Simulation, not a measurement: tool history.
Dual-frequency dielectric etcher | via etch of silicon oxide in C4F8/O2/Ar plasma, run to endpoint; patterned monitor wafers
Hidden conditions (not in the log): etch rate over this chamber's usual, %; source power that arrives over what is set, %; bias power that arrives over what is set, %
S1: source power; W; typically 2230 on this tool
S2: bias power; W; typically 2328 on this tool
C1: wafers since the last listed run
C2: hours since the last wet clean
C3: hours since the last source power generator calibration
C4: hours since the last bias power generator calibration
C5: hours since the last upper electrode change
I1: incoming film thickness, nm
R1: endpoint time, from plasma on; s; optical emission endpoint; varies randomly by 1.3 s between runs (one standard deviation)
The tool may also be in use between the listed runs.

{"run": 1, "hour": 0.0, "S1": 2000, "S2": 2328, "C1": 0, "C2": 299.1, "C3": 4596.4, "C4": 1948.6, "C5": 2503.4, "I1": 1419.5, "R1": 278.7}
{"run": 2, "hour": 14.7, "S1": 2560, "S2": 2328, "C1": 53, "C2": 313.8, "C3": 4611.1, "C4": 1963.3, "C5": 2518.1, "I1": 1422, "R1": 239}
{"run": 3, "hour": 30.6, "S1": 2230, "S2": 2328, "C1": 58, "C2": 329.7, "C3": 4627, "C4": 1979.2, "C5": 2534, "I1": 1398.8, "R1": 256.9}
{"run": 4, "hour": 43.1, "S1": 2230, "S2": 2328, "C1": 45, "C2": 342.2, "C3": 4639.5, "C4": 1991.7, "C5": 2546.5, "I1": 1410.6, "R1": 257.7}
{"run": 5, "hour": 52.7, "S1": 2230, "S2": 2328, "C1": 35, "C2": 351.8, "C3": 4649.1, "C4": 2001.3, "C5": 2556.1, "I1": 1409.5, "R1": 258.8}
{"run": 6, "hour": 61.1, "S1": 1920, "S2": 2632, "C1": 30, "C2": 360.2, "C3": 4657.5, "C4": 2009.7, "C5": 2564.5, "I1": 1407.2, "R1": 276.4}
{"run": 7, "hour": 78.2, "S1": 1920, "S2": 2632, "C1": 62, "C2": 377.3, "C3": 4674.6, "C4": 2026.8, "C5": 2581.6, "I1": 1412.1, "R1": 279}
{"run": 8, "hour": 90.0, "S1": 2230, "S2": 2328, "C1": 43, "C2": 389.1, "C3": 4686.4, "C4": 2038.6, "C5": 2593.4, "I1": 1403.1, "R1": 258.8}
{"run": 9, "hour": 100.8, "S1": 2230, "S2": 2328, "C1": 39, "C2": 399.9, "C3": 4697.2, "C4": 2049.4, "C5": 2604.2, "I1": 1424.3, "R1": 264.6}
{"run": 10, "hour": 109.4, "S1": 2230, "S2": 2328, "C1": 31, "C2": 408.5, "C3": 4705.8, "C4": 2058, "C5": 2612.8, "I1": 1422.7, "R1": 262.3}
{"run": 11, "hour": 127.1, "S1": 2230, "S2": 2328, "C1": 64, "C2": 426.2, "C3": 4723.5, "C4": 2075.7, "C5": 2630.5, "I1": 1402.4, "R1": 258.4}
{"run": 12, "hour": 141.9, "S1": 2230, "S2": 2328, "C1": 54, "C2": 441, "C3": 4738.3, "C4": 2090.5, "C5": 2645.3, "I1": 1401.9, "R1": 257.7}
{"run": 13, "hour": 155.2, "S1": 2720, "S2": 2034, "C1": 48, "C2": 454.3, "C3": 4751.6, "C4": 2103.8, "C5": 2658.6, "I1": 1411.1, "R1": 234.8}
{"hour": 164.1, "done": "source power generator calibrated"}
{"run": 14, "hour": 168.0, "S1": 2230, "S2": 2328, "C1": 32, "C2": 467.1, "C3": 3.9, "C4": 2116.6, "C5": 2671.4, "I1": 1422.3, "R1": 261.6}
{"hour": 178.1, "done": "bias power generator calibrated"}
{"run": 15, "hour": 185.4, "S1": 2230, "S2": 1760, "C1": 49, "C2": 484.5, "C3": 21.3, "C4": 7.3, "C5": 2688.8, "I1": 1424.7, "R1": 272.7}
{"run": 16, "hour": 200.7, "S1": 2230, "S2": 2328, "C1": 56, "C2": 499.8, "C3": 36.6, "C4": 22.6, "C5": 2704.1, "I1": 1422.9, "R1": 260.2}
{"run": 17, "hour": 212.8, "S1": 2400, "S2": 2729, "C1": 44, "C2": 511.9, "C3": 48.7, "C4": 34.7, "C5": 2716.2, "I1": 1404.4, "R1": 238.8}
{"run": 18, "hour": 230.0, "S1": 1760, "S2": 2328, "C1": 63, "C2": 529.1, "C3": 65.9, "C4": 51.9, "C5": 2733.4, "I1": 1410.6, "R1": 297.1}
{"hour": 259.5, "done": "upper electrode replaced"}
{"hour": 265.4, "done": "wet clean of the chamber"}
{"run": 19, "hour": 265.9, "S1": 2630, "S2": 2049, "C1": 22, "C2": 0.5, "C3": 101.8, "C4": 87.8, "C5": 6.4, "I1": 1402.8, "R1": 239.8}
{"run": 20, "hour": 282.2, "S1": 2230, "S2": 2328, "C1": 59, "C2": 16.8, "C3": 118.1, "C4": 104.1, "C5": 22.7, "I1": 1420.4, "R1": 259.7}
{"run": 21, "hour": 299.4, "S1": 1760, "S2": 2807, "C1": 63, "C2": 34, "C3": 135.3, "C4": 121.3, "C5": 39.9, "I1": 1417.8, "R1": 287.9}
{"run": 22, "hour": 313.0, "S1": 2030, "S2": 2328, "C1": 49, "C2": 47.6, "C3": 148.9, "C4": 134.9, "C5": 53.5, "I1": 1412.9, "R1": 274.4}
{"run": 23, "hour": 322.0, "S1": 1680, "S2": 2072, "C1": 33, "C2": 56.6, "C3": 157.9, "C4": 143.9, "C5": 62.5, "I1": 1405, "R1": 313.3}
{"run": 24, "hour": 334.2, "S1": 1700, "S2": 2153, "C1": 44, "C2": 68.8, "C3": 170.1, "C4": 156.1, "C5": 74.7, "I1": 1394.9, "R1": 312.8}
{"run": 25, "hour": 347.3, "S1": 2780, "S2": 2823, "C1": 48, "C2": 81.9, "C3": 183.2, "C4": 169.2, "C5": 87.8, "I1": 1407.4, "R1": 219.7}
{"run": 26, "hour": 362.6, "S1": 2580, "S2": 2517, "C1": 56, "C2": 97.2, "C3": 198.5, "C4": 184.5, "C5": 103.1, "I1": 1401.3, "R1": 232.5}
{"run": 27, "hour": 372.9, "S1": 2230, "S2": 2328, "C1": 37, "C2": 107.5, "C3": 208.8, "C4": 194.8, "C5": 113.4, "I1": 1424.3, "R1": 260.2}
{"run": 28, "hour": 384.2, "S1": 2230, "S2": 2328, "C1": 41, "C2": 118.8, "C3": 220.1, "C4": 206.1, "C5": 124.7, "I1": 1417.1, "R1": 258.3}
{"run": 29, "hour": 398.4, "S1": 2090, "S2": 2744, "C1": 52, "C2": 133, "C3": 234.3, "C4": 220.3, "C5": 138.9, "I1": 1408.6, "R1": 263.2}
{"run": 30, "hour": 414.4, "S1": 2440, "S2": 2644, "C1": 58, "C2": 149, "C3": 250.3, "C4": 236.3, "C5": 154.9, "I1": 1405, "R1": 240.1}
{"run": 31, "hour": 430.0, "S1": 2230, "S2": 2328, "C1": 57, "C2": 164.6, "C3": 265.9, "C4": 251.9, "C5": 170.5, "I1": 1421.7, "R1": 260.2}
{"run": 32, "hour": 446.1, "S1": 2570, "S2": 2634, "C1": 59, "C2": 180.7, "C3": 282, "C4": 268, "C5": 186.6, "I1": 1421.5, "R1": 234.4}
{"run": 33, "hour": 462.0, "S1": 2600, "S2": 2328, "C1": 58, "C2": 196.6, "C3": 297.9, "C4": 283.9, "C5": 202.5, "I1": 1419.8, "R1": 237.1}
{"run": 34, "hour": 469.2, "S1": 2230, "S2": 2328, "C1": 26, "C2": 203.8, "C3": 305.1, "C4": 291.1, "C5": 209.7, "I1": 1406.8, "R1": 256.7}

How the hidden state differs across the entries between the runs, from the last listed run before each to the first after it:
Logged between run 13 and run 14: source power generator calibrated (hour 164.1)
  both runs share identical hidden conditions
Logged between run 14 and run 15: bias power generator calibrated (hour 178.1)
  both runs share identical hidden conditions
Logged between run 18 and run 19: upper electrode replaced (hour 259.5); wet clean of the chamber (hour 265.4)
  both runs share identical hidden conditions
